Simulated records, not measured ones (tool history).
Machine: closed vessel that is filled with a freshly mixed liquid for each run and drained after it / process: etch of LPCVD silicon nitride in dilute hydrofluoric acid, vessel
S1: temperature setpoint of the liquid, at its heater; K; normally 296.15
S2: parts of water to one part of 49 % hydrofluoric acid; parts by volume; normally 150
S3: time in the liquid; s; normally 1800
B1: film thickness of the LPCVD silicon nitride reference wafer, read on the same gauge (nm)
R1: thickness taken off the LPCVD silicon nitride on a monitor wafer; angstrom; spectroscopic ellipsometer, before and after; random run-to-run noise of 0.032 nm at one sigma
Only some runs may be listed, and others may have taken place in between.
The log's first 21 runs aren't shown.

run,hour,S1,S2,S3,B1,R1
22,281.2,299.15,150,2465,99.99,99.7
23,293.7,294.65,80,1515,99.98,85.3
24,304.4,299.15,150,1800,99.97,72.9
25,317,296.15,150,1420,100.01,47.9
26,323.1,296.15,150,910,100.02,30.8
27,331.6,291.15,185,1065,100,20.9
28,339,300.15,220,2090,99.95,61.3
29,353.3,296.15,130,1800,99.97,70
30,370.1,291.65,150,2145,100,53.4
31,386.1,301.15,100,1800,99.97,125.6

5 options for the next run, each taken on its own from the tool as it stands now. Forecast them:
A,387.2,296.15,150,750,?,?
B,387.2,293.65,210,1245,?,?
C,387.2,301.15,85,2580,?,?
D,387.2,293.15,130,2125,?,?
E,387.2,296.15,150,1050,?,?

run,B1,R1
A,99.98,25.3
B,99.98,25.7
C,99.98,211.1
D,99.98,67.7
E,99.98,35.4
With no hidden state in the tool, these same runs would have given:
run,R1
A,24.2
B,24.6
C,202.3
D,64.7
E,33.9
